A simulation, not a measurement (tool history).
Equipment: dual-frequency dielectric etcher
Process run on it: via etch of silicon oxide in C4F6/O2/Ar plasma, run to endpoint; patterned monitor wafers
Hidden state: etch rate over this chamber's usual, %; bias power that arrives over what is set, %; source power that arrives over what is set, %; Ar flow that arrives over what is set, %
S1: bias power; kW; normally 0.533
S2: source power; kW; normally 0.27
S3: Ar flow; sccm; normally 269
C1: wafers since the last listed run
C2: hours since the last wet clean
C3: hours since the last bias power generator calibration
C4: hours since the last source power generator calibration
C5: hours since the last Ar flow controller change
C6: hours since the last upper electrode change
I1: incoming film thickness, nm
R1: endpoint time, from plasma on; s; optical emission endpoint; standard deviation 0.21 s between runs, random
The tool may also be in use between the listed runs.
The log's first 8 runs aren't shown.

run 9 day=24.029 | S1=0.533 S2=0.27 S3=242 | C1=770 C2=121.6 C3=1936 C4=3606.9 C5=4536.8 C6=4680.8 | I1=106.5 | R1=25.9
run 10 day=26.421 | S1=0.533 S2=0.27 S3=242 | C1=591 C2=179 C3=1993.4 C4=3664.3 C5=4594.2 C6=4738.2 | I1=107 | R1=25.6
run 11 day=28.429 | S1=0.533 S2=0.27 S3=269 | C1=496 C2=227.2 C3=2041.6 C4=3712.5 C5=4642.4 C6=4786.4 | I1=107.5 | R1=26.9
run 12 day=30.938 | S1=0.533 S2=0.27 S3=269 | C1=620 C2=287.4 C3=2101.8 C4=3772.7 C5=4702.6 C6=4846.6 | I1=107.6 | R1=26.6
run 13 day=33.738 | S1=0.533 S2=0.3 S3=241 | C1=692 C2=354.6 C3=2169 C4=3839.9 C5=4769.8 C6=4913.8 | I1=107.6 | R1=25.9
-- day=37.504 wet clean of the chamber
run 14 day=37.525 | S1=0.533 S2=0.27 S3=269 | C1=689 C2=0.5 C3=2259.9 C4=3930.8 C5=4860.7 C6=5004.7 | I1=108.1 | R1=26
-- day=39.65 upper electrode replaced
run 15 day=39.671 | S1=0.533 S2=0.31 S3=269 | C1=283 C2=52 C3=2311.4 C4=3982.3 C5=4912.2 C6=0.5 | I1=106.3 | R1=24.4
run 16 day=42.258 | S1=0.533 S2=0.27 S3=269 | C1=640 C2=114.1 C3=2373.5 C4=4044.4 C5=4974.3 C6=62.6 | I1=108 | R1=26.2
run 17 day=44.879 | S1=0.464 S2=0.21 S3=330 | C1=648 C2=177 C3=2436.4 C4=4107.3 C5=5037.2 C6=125.5 | I1=108.6 | R1=29.7
run 18 day=48.233 | S1=0.468 S2=0.29 S3=213 | C1=829 C2=257.5 C3=2516.9 C4=4187.8 C5=5117.7 C6=206 | I1=108 | R1=26.8
-- day=51.742 Ar flow controller replaced
run 19 day=52.233 | S1=0.412 S2=0.32 S3=301 | C1=927 C2=353.5 C3=2612.9 C4=4283.8 C5=11.8 C6=302 | I1=107.4 | R1=28.1
-- day=55.483 wet clean of the chamber
-- day=59.421 bias power generator calibrated
-- day=60.775 source power generator calibrated
run 20 day=65.583 | S1=0.533 S2=0.27 S3=242 | C1=2972 C2=242.4 C3=147.9 C4=115.4 C5=332.2 C6=622.4 | I1=107.9 | R1=26.2
run 21 day=68.104 | S1=0.422 S2=0.24 S3=303 | C1=623 C2=302.9 C3=208.4 C4=175.9 C5=392.7 C6=682.9 | I1=107.2 | R1=29.5
run 22 day=72.117 | S1=0.533 S2=0.3 S3=297 | C1=992 C2=399.2 C3=304.7 C4=272.2 C5=489 C6=779.2 | I1=107.7 | R1=26.1
-- day=73.321 wet clean of the chamber
run 23 day=73.708 | S1=0.533 S2=0.24 S3=269 | C1=146 C2=9.3 C3=342.9 C4=310.4 C5=527.2 C6=817.4 | I1=106.9 | R1=26.2
run 24 day=77.008 | S1=0.533 S2=0.27 S3=226 | C1=816 C2=88.5 C3=422.1 C4=389.6 C5=606.4 C6=896.6 | I1=108.1 | R1=26.3
run 25 day=80.758 | S1=0.533 S2=0.27 S3=269 | C1=927 C2=178.5 C3=512.1 C4=479.6 C5=696.4 C6=986.6 | I1=106.9 | R1=26.4
run 26 day=83.867 | S1=0.533 S2=0.21 S3=269 | C1=768 C2=253.1 C3=586.7 C4=554.2 C5=771 C6=1061.2 | I1=107.8 | R1=28
run 27 day=87.996 | S1=0.533 S2=0.27 S3=269 | C1=1021 C2=352.2 C3=685.8 C4=653.3 C5=870.1 C6=1160.3 | I1=108.7 | R1=26.7
run 28 day=89.567 | S1=0.533 S2=0.27 S3=202 | C1=388 C2=389.9 C3=723.5 C4=691 C5=907.8 C6=1198 | I1=107.7 | R1=26.2
run 29 day=91.567 | S1=0.605 S2=0.29 S3=237 | C1=494 C2=437.9 C3=771.5 C4=739 C5=955.8 C6=1246 | I1=107.9 | R1=24.6
-- day=93.483 wet clean of the chamber
run 30 day=95.183 | S1=0.473 S2=0.27 S3=321 | C1=647 C2=40.8 C3=858.3 C4=825.8 C5=1042.6 C6=1332.8 | I1=108.1 | R1=27.6

Forecast each of these 3 alternatives for the next run:
run A day=95.2 | S1=0.4 S2=0.27 S3=269 | C1=4 C2=41.2 C3=858.7 C4=826.2 C5=1043 C6=1333.2 | I1=109.1 | R1=?
run B day=95.2 | S1=0.62 S2=0.25 S3=269 | C1=4 C2=41.2 C3=858.7 C4=826.2 C5=1043 C6=1333.2 | I1=109.1 | R1=?
run C day=95.2 | S1=0.476 S2=0.27 S3=213 | C1=4 C2=41.2 C3=858.7 C4=826.2 C5=1043 C6=1333.2 | I1=109.1 | R1=?

run=A R1=29
run=B R1=25.5
run=C R1=26.9
Had the tool no hidden state, the same runs would have come out as:
run=A R1=28.8
run=B R1=25.4
run=C R1=26.8
